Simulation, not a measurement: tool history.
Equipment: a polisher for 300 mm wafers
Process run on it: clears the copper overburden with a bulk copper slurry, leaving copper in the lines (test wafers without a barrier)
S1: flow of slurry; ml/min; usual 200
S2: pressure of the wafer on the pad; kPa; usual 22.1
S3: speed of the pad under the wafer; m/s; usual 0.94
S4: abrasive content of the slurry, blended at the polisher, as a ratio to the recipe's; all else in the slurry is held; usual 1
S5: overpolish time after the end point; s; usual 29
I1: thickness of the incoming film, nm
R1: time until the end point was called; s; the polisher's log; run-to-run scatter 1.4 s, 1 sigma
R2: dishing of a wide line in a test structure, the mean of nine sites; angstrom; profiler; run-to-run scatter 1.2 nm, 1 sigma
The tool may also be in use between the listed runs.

Run 1, hour 0: usual settings but S5 23 s; I1 728.2. Result: R1 91.8 s, R2 789 angstrom.
Run 2, hour 22.4: usual settings but S5 23 s; I1 716.4. Result: R1 91 s, R2 778 angstrom.
Run 3, hour 110.3: usual settings; I1 727.7. Result: R1 90.3 s, R2 875 angstrom.
Run 4, hour 142.1: usual settings; I1 718. Result: R1 92.3 s, R2 863 angstrom.
Run 5, hour 161: usual settings; I1 716.2. Result: R1 92 s, R2 868 angstrom.
Run 6, hour 190.3: usual settings; I1 716.1. Result: R1 87.1 s, R2 892 angstrom.
Run 7, hour 214.7: usual settings; I1 722.8. Result: R1 88.7 s, R2 865 angstrom.
Run 8, hour 229: usual settings; I1 714.9. Result: R1 87.4 s, R2 908 angstrom.
Run 9, hour 259.3: usual settings; I1 726.8. Result: R1 89.3 s, R2 858 angstrom.
Run 10, hour 282.6: usual settings; I1 711.4. Result: R1 85 s, R2 896 angstrom.
Run 11, hour 296.8: usual settings; I1 724.8. Result: R1 93.2 s, R2 861 angstrom.
Run 12, hour 323.4: usual settings but S3 1.14 m/s; I1 719.4. Result: R1 74.8 s, R2 936 angstrom.
Run 13, hour 340.2: usual settings but S3 1.14 m/s; I1 723.4. Result: R1 70.3 s, R2 933 angstrom.
Run 14, hour 359.3: usual settings but S1 240 ml/min, S2 19.3 kPa, S3 0.68 m/s, S4 0.9; I1 725.9. Result: R1 143.8 s, R2 681 angstrom.
Run 15, hour 381.5: usual settings; I1 726.8. Result: R1 89.1 s, R2 877 angstrom.
Run 16, hour 402.8: usual settings but S3 1.1 m/s, S4 1.15; I1 728.9. Result: R1 75.5 s, R2 935 angstrom.
Run 17, hour 423.7: usual settings but S1 220 ml/min, S4 1.3; I1 711.7. Result: R1 88.6 s, R2 882 angstrom.
Run 18, hour 458.4: usual settings; I1 718.3. Result: R1 93 s, R2 850 angstrom.
Run 19, hour 491.5: usual settings but S3 1.18 m/s, S4 1.1; I1 731.8. Result: R1 70.3 s, R2 959 angstrom.
Run 20, hour 526.1: usual settings but S3 1.18 m/s, S4 1.1; I1 715.4. Result: R1 66 s, R2 939 angstrom.
Run 21, hour 552.3: usual settings but S3 1.22 m/s, S5 46 s; I1 719.1. Result: R1 69.8 s, R2 1040 angstrom.
Run 22, hour 581.2: usual settings but S1 255 ml/min, S3 0.78 m/s, S4 1.25; I1 725.5. Result: R1 105.9 s, R2 840 angstrom.
Run 23, hour 608.9: usual settings; I1 720.2. Result: R1 91.7 s, R2 859 angstrom.
Run 24, hour 631.2: usual settings but S1 225 ml/min, S4 1.3; I1 716.3. Result: R1 82.6 s, R2 892 angstrom.
Run 25, hour 654.3: usual settings but S1 150 ml/min, S3 0.64 m/s, S4 1.25, S5 43 s; I1 729.9. Result: R1 128.8 s, R2 889 angstrom.
Run 26, hour 682.8: usual settings; I1 711.9. Result: R1 90.9 s, R2 869 angstrom.
Run 27, hour 699.4: usual settings but S1 260 ml/min, S2 17.2 kPa, S3 1.22 m/s, S4 0.8; I1 719.8. Result: R1 88.4 s, R2 820 angstrom.

Between the runs listed above, the log contained 14 entries, not reproduced here. Where in the sequence does each belong, and how does what the log doesn't record of the tool's condition differ from the listed run before to the listed run after?
In the gap between runs 2 and 3: slurry blender recalibrated (hour 36.6); slurry nozzle cleaned (hour 52.5); head pressure recalibrated (hour 94.8)
  abrasive missing from the slurry, %: 32.1 -> 10.6
  measured value less the no-hidden-state value, R1: +4.8 -> +1.5 s; R2: -21 -> -6 angstrom
In the gap between runs 3 and 4: worn pad replaced by a new one (hour 118)
  abrasive missing from the slurry, %: 10.6 -> 19.8
  measured value less the no-hidden-state value, R1: +1.5 -> +2.9 s; R2: -6 -> -11 angstrom
In the gap between runs 5 and 6: slurry blender recalibrated (hour 180.1)
  abrasive missing from the slurry, %: 26.9 -> 1.52
  measured value less the no-hidden-state value, R1: +3.9 -> +0.2 s; R2: -15 -> -1 angstrom
In the gap between runs 8 and 9: worn pad replaced by a new one (hour 246.1)
  abrasive missing from the slurry, %: 5.22 -> 11.5
  measured value less the no-hidden-state value, R1: +0.7 -> +1.6 s; R2: -2 -> -5 angstrom
In the gap between runs 11 and 12: slurry blender recalibrated (hour 310.8)
  abrasive missing from the slurry, %: 23.4 -> 5.63
  measured value less the no-hidden-state value, R1: +3.4 -> +0.6 s; R2: -12 -> -2 angstrom
In the gap between runs 15 and 16: worn pad replaced by a new one (hour 390.1); slurry nozzle cleaned (hour 391.1)
  abrasive missing from the slurry, %: 13.5 -> 19.1
  measured value less the no-hidden-state value, R1: +1.9 -> +2.3 s; R2: -7 -> -9 angstrom
In the gap between runs 16 and 17: head pressure recalibrated (hour 413)
  abrasive missing from the slurry, %: 19.1 -> 26.1
  measured value less the no-hidden-state value, R1: +2.3 -> +3.8 s; R2: -9 -> -14 angstrom
In the gap between runs 18 and 19: slurry blender recalibrated (hour 477.5)
  abrasive missing from the slurry, %: 40.7 -> 5.92
  measured value less the no-hidden-state value, R1: +6.3 -> +0.7 s; R2: -23 -> -3 angstrom
In the gap between runs 19 and 20: worn pad replaced by a new one (hour 523)
  abrasive missing from the slurry, %: 5.92 -> 9.44
  measured value less the no-hidden-state value, R1: +0.7 -> +0.9 s; R2: -3 -> -4 angstrom
In the gap between runs 23 and 24: slurry blender recalibrated (hour 620.2)
  abrasive missing from the slurry, %: 33.6 -> 5.06
  measured value less the no-hidden-state value, R1: +5 -> +0.6 s; R2: -19 -> -3 angstrom
In the gap between runs 25 and 26: worn pad replaced by a new one (hour 661.6)
  abrasive missing from the slurry, %: 6.75 -> 11.2
  measured value less the no-hidden-state value, R1: +1.3 -> +1.6 s; R2: -3 -> -6 angstrom

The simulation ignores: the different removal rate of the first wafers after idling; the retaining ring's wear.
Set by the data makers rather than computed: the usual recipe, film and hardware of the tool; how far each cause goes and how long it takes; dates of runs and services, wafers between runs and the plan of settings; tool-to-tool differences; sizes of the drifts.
